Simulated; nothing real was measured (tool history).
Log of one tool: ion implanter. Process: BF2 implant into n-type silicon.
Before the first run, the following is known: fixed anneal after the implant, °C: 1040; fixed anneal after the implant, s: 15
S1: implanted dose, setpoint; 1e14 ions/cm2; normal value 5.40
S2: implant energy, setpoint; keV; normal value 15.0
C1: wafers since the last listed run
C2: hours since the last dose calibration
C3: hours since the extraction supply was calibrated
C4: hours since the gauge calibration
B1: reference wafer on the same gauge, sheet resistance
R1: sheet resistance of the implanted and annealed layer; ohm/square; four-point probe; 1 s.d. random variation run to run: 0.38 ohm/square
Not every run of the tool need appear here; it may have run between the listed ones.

{"run": 1, "hour": 0.0, "S1": 4.51, "S2": 15.0, "C1": 0, "C2": 654.9, "C3": 5239.4, "C4": 322.6, "B1": 202.9, "R1": 289.26}
{"run": 2, "hour": 33.2, "S1": 5.4, "S2": 15.0, "C1": 691, "C2": 688.1, "C3": 5272.6, "C4": 355.8, "B1": 203.01, "R1": 252.66}
{"run": 3, "hour": 79.2, "S1": 5.4, "S2": 15.0, "C1": 957, "C2": 734.1, "C3": 5318.6, "C4": 401.8, "B1": 203.05, "R1": 253.35}
{"run": 4, "hour": 134.1, "S1": 5.4, "S2": 15.0, "C1": 1143, "C2": 789.0, "C3": 5373.5, "C4": 456.7, "B1": 202.98, "R1": 252.24}
{"run": 5, "hour": 163.3, "S1": 5.4, "S2": 15.0, "C1": 608, "C2": 818.2, "C3": 5402.7, "C4": 485.9, "B1": 203.0, "R1": 253.13}
{"run": 6, "hour": 219.3, "S1": 5.4, "S2": 15.0, "C1": 1166, "C2": 874.2, "C3": 5458.7, "C4": 541.9, "B1": 203.05, "R1": 252.86}
{"run": 7, "hour": 325.4, "S1": 5.4, "S2": 15.0, "C1": 2209, "C2": 980.3, "C3": 5564.8, "C4": 648.0, "B1": 202.94, "R1": 253.13}
{"run": 8, "hour": 437.8, "S1": 5.4, "S2": 15.0, "C1": 2340, "C2": 1092.7, "C3": 5677.2, "C4": 760.4, "B1": 203.0, "R1": 253.37}
{"run": 9, "hour": 485.2, "S1": 5.4, "S2": 15.0, "C1": 987, "C2": 1140.1, "C3": 5724.6, "C4": 807.8, "B1": 203.06, "R1": 252.87}
{"run": 10, "hour": 546.3, "S1": 5.4, "S2": 17.0, "C1": 1272, "C2": 1201.2, "C3": 5785.7, "C4": 868.9, "B1": 202.95, "R1": 247.55}
{"run": 11, "hour": 613.2, "S1": 5.4, "S2": 17.0, "C1": 1393, "C2": 1268.1, "C3": 5852.6, "C4": 935.8, "B1": 202.92, "R1": 247.12}
{"run": 12, "hour": 640.0, "S1": 5.4, "S2": 13.5, "C1": 558, "C2": 1294.9, "C3": 5879.4, "C4": 962.6, "B1": 203.06, "R1": 259.15}
{"hour": 696.8, "done": "extraction supply calibrated"}
{"run": 13, "hour": 701.3, "S1": 5.4, "S2": 13.5, "C1": 1109, "C2": 1356.2, "C3": 4.5, "C4": 1023.9, "B1": 202.95, "R1": 259.19}
{"run": 14, "hour": 764.4, "S1": 5.4, "S2": 15.0, "C1": 1313, "C2": 1419.3, "C3": 67.6, "C4": 1087.0, "B1": 202.95, "R1": 253.56}
{"run": 15, "hour": 806.8, "S1": 5.4, "S2": 15.0, "C1": 882, "C2": 1461.7, "C3": 110.0, "C4": 1129.4, "B1": 203.0, "R1": 254.04}
{"run": 16, "hour": 1011.5, "S1": 5.4, "S2": 15.0, "C1": 4262, "C2": 1666.4, "C3": 314.7, "C4": 1334.1, "B1": 203.0, "R1": 253.98}
{"run": 17, "hour": 1047.6, "S1": 5.4, "S2": 13.0, "C1": 751, "C2": 1702.5, "C3": 350.8, "C4": 1370.2, "B1": 203.05, "R1": 262.74}
{"run": 18, "hour": 1112.1, "S1": 5.4, "S2": 15.0, "C1": 1343, "C2": 1767.0, "C3": 415.3, "C4": 1434.7, "B1": 203.08, "R1": 254.83}
{"run": 19, "hour": 1176.9, "S1": 4.89, "S2": 12.5, "C1": 1349, "C2": 1831.8, "C3": 480.1, "C4": 1499.5, "B1": 202.98, "R1": 284.42}
{"run": 20, "hour": 1245.5, "S1": 5.4, "S2": 19.0, "C1": 1428, "C2": 1900.4, "C3": 548.7, "C4": 1568.1, "B1": 202.99, "R1": 243.79}
{"hour": 1268.0, "done": "gauge calibrated"}
{"run": 21, "hour": 1313.9, "S1": 3.85, "S2": 17.0, "C1": 1424, "C2": 1968.8, "C3": 617.1, "C4": 45.9, "B1": 202.95, "R1": 324.27}
{"run": 22, "hour": 1358.3, "S1": 5.4, "S2": 15.0, "C1": 924, "C2": 2013.2, "C3": 661.5, "C4": 90.3, "B1": 202.97, "R1": 255.26}
{"run": 23, "hour": 1468.5, "S1": 6.86, "S2": 12.5, "C1": 2294, "C2": 2123.4, "C3": 771.7, "C4": 200.5, "B1": 202.94, "R1": 226.99}
{"hour": 1509.2, "done": "Faraday cup replaced and dose calibrated"}
{"run": 24, "hour": 1558.2, "S1": 6.24, "S2": 13.5, "C1": 1701, "C2": 49.0, "C3": 861.4, "C4": 290.2, "B1": 202.96, "R1": 234.11}
{"run": 25, "hour": 1587.7, "S1": 5.4, "S2": 15.0, "C1": 614, "C2": 78.5, "C3": 890.9, "C4": 319.7, "B1": 203.04, "R1": 251.67}
{"run": 26, "hour": 1638.1, "S1": 6.95, "S2": 11.0, "C1": 1049, "C2": 128.9, "C3": 941.3, "C4": 370.1, "B1": 203.09, "R1": 229.67}
{"run": 27, "hour": 1700.5, "S1": 5.4, "S2": 10.0, "C1": 1299, "C2": 191.3, "C3": 1003.7, "C4": 432.5, "B1": 203.01, "R1": 277.96}
{"run": 28, "hour": 1751.6, "S1": 6.72, "S2": 11.5, "C1": 1064, "C2": 242.4, "C3": 1054.8, "C4": 483.6, "B1": 203.03, "R1": 232.0}
{"run": 29, "hour": 1794.1, "S1": 4.85, "S2": 12.0, "C1": 885, "C2": 284.9, "C3": 1097.3, "C4": 526.1, "B1": 202.97, "R1": 285.55}
{"run": 30, "hour": 1832.0, "S1": 5.4, "S2": 15.0, "C1": 789, "C2": 322.8, "C3": 1135.2, "C4": 564.0, "B1": 202.96, "R1": 251.62}
{"run": 31, "hour": 1873.1, "S1": 4.0, "S2": 10.5, "C1": 855, "C2": 363.9, "C3": 1176.3, "C4": 605.1, "B1": 203.02, "R1": 336.5}
{"run": 32, "hour": 1926.5, "S1": 4.75, "S2": 20.0, "C1": 1111, "C2": 417.3, "C3": 1229.7, "C4": 658.5, "B1": 203.0, "R1": 263.76}
{"run": 33, "hour": 1957.6, "S1": 6.58, "S2": 12.0, "C1": 647, "C2": 448.4, "C3": 1260.8, "C4": 689.6, "B1": 203.04, "R1": 232.68}
{"run": 34, "hour": 2019.8, "S1": 5.4, "S2": 19.5, "C1": 1295, "C2": 510.6, "C3": 1323.0, "C4": 751.8, "B1": 203.05, "R1": 239.6}
{"run": 35, "hour": 2182.3, "S1": 5.4, "S2": 15.0, "C1": 3383, "C2": 673.1, "C3": 1485.5, "C4": 914.3, "B1": 203.05, "R1": 252.01}
{"run": 36, "hour": 2250.2, "S1": 5.4, "S2": 15.0, "C1": 1413, "C2": 741.0, "C3": 1553.4, "C4": 982.2, "B1": 203.0, "R1": 251.58}
{"run": 37, "hour": 2306.9, "S1": 5.4, "S2": 15.0, "C1": 1180, "C2": 797.7, "C3": 1610.1, "C4": 1038.9, "B1": 203.08, "R1": 252.37}
{"run": 38, "hour": 2356.8, "S1": 6.99, "S2": 15.0, "C1": 1039, "C2": 847.6, "C3": 1660.0, "C4": 1088.8, "B1": 202.94, "R1": 211.97}

Forecast each of these 3 alternatives for the next run:
{"run": "A", "hour": 2357.2, "S1": 4.33, "S2": 15.0, "C1": 8, "C2": 848.0, "C3": 1660.4, "C4": 1089.2, "B1": "?", "R1": "?"}
{"run": "B", "hour": 2357.2, "S1": 6.02, "S2": 15.0, "C1": 8, "C2": 848.0, "C3": 1660.4, "C4": 1089.2, "B1": "?", "R1": "?"}
{"run": "C", "hour": 2357.2, "S1": 3.81, "S2": 15.0, "C1": 8, "C2": 848.0, "C3": 1660.4, "C4": 1089.2, "B1": "?", "R1": "?"}

run=A B1=203.04 R1=297.54
run=B B1=203.04 R1=233.94
run=C B1=203.04 R1=329.00
Stripped of hidden state, with their random variation kept, the same runs would have yielded:
run=A R1=297.26
run=B R1=233.74
run=C R1=328.68
